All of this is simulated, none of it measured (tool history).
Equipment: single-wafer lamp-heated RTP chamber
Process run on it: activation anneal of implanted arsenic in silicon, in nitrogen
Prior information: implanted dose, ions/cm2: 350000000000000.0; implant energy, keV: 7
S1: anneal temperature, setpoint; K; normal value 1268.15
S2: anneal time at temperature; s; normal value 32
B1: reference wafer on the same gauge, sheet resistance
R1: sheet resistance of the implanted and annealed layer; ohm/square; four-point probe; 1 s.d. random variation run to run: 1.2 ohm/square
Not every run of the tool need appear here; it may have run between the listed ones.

run    hour       S1  S2      B1      R1
  1       0  1268.15  32  236.01  269.53
         13  -- pyrometer window cleaned and pyrometer calibrated
       14.2  -- reflector plate cleaned
  2    41.1  1268.15  32  236.15  270.92
  3    69.8  1268.15  32  235.84   269.7
  4   123.6  1268.15  32  235.77  268.64
  5   175.5  1268.15  32   235.9  268.35
  6   220.5  1268.15  32  235.83  267.57
  7   255.7  1268.15  32  236.13  268.62
  8   283.7  1268.15  32  236.07   269.8
  9   342.1  1283.15  32  235.98  266.09
 10   379.2  1283.15  32  236.04  262.93
 11   421.8  1268.15  32  236.05  269.49
      432.4  -- pyrometer window cleaned and pyrometer calibrated
 12   453.5  1268.15  32  235.87  269.25
 13   503.7  1246.15  18  235.96  281.05
 14   555.7  1268.15  32  235.84  269.28
 15   626.5  1268.15  32  236.04  269.93
 16   658.6  1296.15  16  236.28   270.5
 17   724.1  1243.15  47  236.12  271.84
      814.4  -- pyrometer window cleaned and pyrometer calibrated
 18   849.9  1287.15  13  236.29     274
 19   919.2  1277.15  40  236.01  261.81
      950.9  -- gauge calibrated
 20   974.6  1268.15  32  235.94  269.52
       1008  -- reflector plate cleaned
 21  1028.6  1260.15  19  236.07  278.19
 22  1092.8  1240.15  19  236.24  282.68
 23  1136.2  1268.15  16  235.74  278.29
 24  1206.3  1242.15  48  235.88  272.44
 25  1236.9  1268.15  32  236.22  267.75
     1266.6  -- pyrometer window cleaned and pyrometer calibrated
 26  1272.9  1268.15  24  235.85  274.05
 27  1325.8  1239.15  48  236.14  271.72

Each row is a separate what-if for the run after 27, all from the same tool condition, not one after another. Results?
  A  1326.2  1268.15  32   ?   ?
  B  1326.2  1260.15  49   ?   ?
  C  1326.2  1281.15  32   ?   ?
  D  1326.2  1256.15  32   ?   ?
  E  1326.2  1268.15  21   ?   ?

run      B1      R1
  A  235.83  268.88
  B  235.83  265.55
  C  235.83  264.73
  D  235.83  272.51
  E  235.83  274.48
With no hidden state in the tool, these same runs would have given:
run      R1
  A  268.88
  B  265.55
  C  264.73
  D  272.51
  E  274.48
